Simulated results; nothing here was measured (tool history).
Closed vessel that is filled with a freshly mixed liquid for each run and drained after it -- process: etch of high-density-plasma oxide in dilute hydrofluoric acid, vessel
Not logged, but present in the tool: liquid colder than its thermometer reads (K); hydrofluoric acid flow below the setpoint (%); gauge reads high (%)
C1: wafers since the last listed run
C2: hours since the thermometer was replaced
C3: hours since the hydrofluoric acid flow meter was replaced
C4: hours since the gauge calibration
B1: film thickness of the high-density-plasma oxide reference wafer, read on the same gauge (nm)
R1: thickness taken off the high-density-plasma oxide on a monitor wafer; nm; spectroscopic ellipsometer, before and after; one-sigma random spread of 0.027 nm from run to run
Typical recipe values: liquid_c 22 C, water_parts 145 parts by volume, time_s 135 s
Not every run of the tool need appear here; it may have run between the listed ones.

Run 1, day 0: usual settings but water_parts 115 parts by volume; C1 0; C2 256.2; C3 725.7; C4 1081.7; B1 39.97. Result: R1 6.29 nm.
Run 2, day 3.725: usual settings; C1 9426; C2 345.6; C3 815.1; C4 1171.1; B1 40. Result: R1 4.83 nm.
Run 3, day 5.646: usual settings; C1 4861; C2 391.7; C3 861.2; C4 1217.2; B1 40.01. Result: R1 4.76 nm.
Run 4, day 8.079: usual settings; C1 6158; C2 450.1; C3 919.6; C4 1275.6; B1 40.01. Result: R1 4.75 nm.
Run 5, day 11.146: usual settings; C1 7760; C2 523.7; C3 993.2; C4 1349.2; B1 40. Result: R1 4.7 nm.
Run 6, day 14.288: usual settings but liquid_c 19 C, time_s 85 s; C1 7950; C2 599.1; C3 1068.6; C4 1424.6; B1 40. Result: R1 2.6 nm.
At day 15.921: thermometer replaced.
Run 7, day 18.492: usual settings but liquid_c 19 C, time_s 85 s; C1 10534; C2 61.7; C3 1169.5; C4 1525.5; B1 39.98. Result: R1 2.7 nm.
Run 8, day 21: usual settings but liquid_c 19 C, time_s 85 s; C1 6347; C2 121.9; C3 1229.7; C4 1585.7; B1 40.02. Result: R1 2.68 nm.
Run 9, day 24.071: usual settings but time_s 190 s; C1 7771; C2 195.6; C3 1303.4; C4 1659.4; B1 40.03. Result: R1 6.6 nm.
Run 10, day 28.171: usual settings but time_s 190 s; C1 10375; C2 294; C3 1401.8; C4 1757.8; B1 39.99. Result: R1 6.58 nm.
At day 28.679: gauge calibrated.
Run 11, day 31.425: usual settings but liquid_c 24 C; C1 8235; C2 372.1; C3 1479.9; C4 65.9; B1 40.01. Result: R1 4.96 nm.
At day 33.117: hydrofluoric acid flow meter replaced.
Run 12, day 35.629: usual settings but liquid_c 24 C; C1 10534; C2 473; C3 60.3; C4 166.8; B1 39.99. Result: R1 5.29 nm.
Run 13, day 39.154: usual settings; C1 8920; C2 557.6; C3 144.9; C4 251.4; B1 40. Result: R1 4.82 nm.
At day 43: thermometer replaced.
Run 14, day 43.354: usual settings; C1 10523; C2 8.5; C3 245.7; C4 352.2; B1 40.01. Result: R1 5.04 nm.
Run 15, day 47.504: usual settings; C1 10502; C2 108.1; C3 345.3; C4 451.8; B1 40. Result: R1 5 nm.
Run 16, day 49.604: usual settings but liquid_c 26 C, water_parts 195 parts by volume, time_s 165 s; C1 5314; C2 158.5; C3 395.7; C4 502.2; B1 40. Result: R1 4.92 nm.
Run 17, day 52.096: usual settings but liquid_c 20.5 C; C1 6305; C2 218.3; C3 455.5; C4 562; B1 39.97. Result: R1 4.61 nm.
Run 18, day 55.608: usual settings but liquid_c 24 C, time_s 60 s; C1 8889; C2 302.6; C3 539.8; C4 646.3; B1 40.01. Result: R1 2.31 nm.
Run 19, day 58.829: usual settings but time_s 190 s; C1 8151; C2 379.9; C3 617.1; C4 723.6; B1 39.99. Result: R1 6.81 nm.
Run 20, day 61.271: usual settings but liquid_c 19 C; C1 6179; C2 438.5; C3 675.7; C4 782.2; B1 40. Result: R1 4.26 nm.
Run 21, day 63.175: usual settings but liquid_c 26 C; C1 4818; C2 484.2; C3 721.4; C4 827.9; B1 40. Result: R1 5.56 nm.
Run 22, day 65.154: usual settings but water_parts 115 parts by volume, time_s 75 s; C1 5008; C2 531.7; C3 768.9; C4 875.4; B1 39.99. Result: R1 3.43 nm.
Run 23, day 68.362: usual settings; C1 8119; C2 608.7; C3 845.9; C4 952.4; B1 39.99. Result: R1 4.65 nm.
Run 24, day 70.317: usual settings but liquid_c 18 C, water_parts 120 parts by volume, time_s 70 s; C1 4945; C2 655.6; C3 892.8; C4 999.3; B1 39.99. Result: R1 2.55 nm.
Run 25, day 73.696: usual settings but liquid_c 20.5 C, water_parts 200 parts by volume, time_s 215 s; C1 8551; C2 736.7; C3 973.9; C4 1080.4; B1 40.02. Result: R1 4.71 nm.
At day 74.567: thermometer replaced.
Run 26, day 77.104: usual settings but time_s 160 s; C1 8520; C2 60.9; C3 1055.7; C4 1162.2; B1 40. Result: R1 5.75 nm.
Run 27, day 80.179: usual settings but liquid_c 20 C; C1 7781; C2 134.7; C3 1129.5; C4 1236; B1 39.98. Result: R1 4.45 nm.
Run 28, day 82.158: usual settings but liquid_c 20.5 C, water_parts 75 parts by volume, time_s 75 s; C1 5008; C2 182.2; C3 1177; C4 1283.5; B1 40.02. Result: R1 5.19 nm.
Run 29, day 86.458: usual settings; C1 10882; C2 285.4; C3 1280.2; C4 1386.7; B1 40. Result: R1 4.74 nm.
Run 30, day 89.662: usual settings but time_s 65 s; C1 8108; C2 362.3; C3 1357.1; C4 1463.6; B1 40. Result: R1 2.27 nm.

Describe how what the log doesn't record of the tool's condition differs between the last listed run preceding each entry between runs and the first listed run following it.
In the gap between runs 6 and 7: thermometer replaced (day 15.921)
  liquid colder than its thermometer reads (K): 1.24 -> 0.307; hydrofluoric acid flow below the setpoint (%): 3.82 -> 4.18
  difference, measured minus the result without the unlogged condition, R1: -0.26 -> -0.18 nm
In the gap between runs 10 and 11: gauge calibrated (day 28.679)
  liquid colder than its thermometer reads (K): 0.756 -> 0.907; hydrofluoric acid flow below the setpoint (%): 4.99 -> 5.27
  difference, measured minus the result without the unlogged condition, R1: -0.61 -> -0.51 nm
In the gap between runs 11 and 12: hydrofluoric acid flow meter replaced (day 33.117)
  liquid colder than its thermometer reads (K): 0.907 -> 1.1; hydrofluoric acid flow below the setpoint (%): 5.27 -> 0.707
  difference, measured minus the result without the unlogged condition, R1: -0.51 -> -0.27 nm
In the gap between runs 13 and 14: thermometer replaced (day 43)
  liquid colder than its thermometer reads (K): 1.27 -> 0.101; hydrofluoric acid flow below the setpoint (%): 1 -> 1.36
  difference, measured minus the result without the unlogged condition, R1: -0.31 -> -0.1 nm
In the gap between runs 25 and 26: thermometer replaced (day 74.567)
  liquid colder than its thermometer reads (K): 1.51 -> 0.16; hydrofluoric acid flow below the setpoint (%): 3.92 -> 4.21
  difference, measured minus the result without the unlogged condition, R1: -0.53 -> -0.33 nm

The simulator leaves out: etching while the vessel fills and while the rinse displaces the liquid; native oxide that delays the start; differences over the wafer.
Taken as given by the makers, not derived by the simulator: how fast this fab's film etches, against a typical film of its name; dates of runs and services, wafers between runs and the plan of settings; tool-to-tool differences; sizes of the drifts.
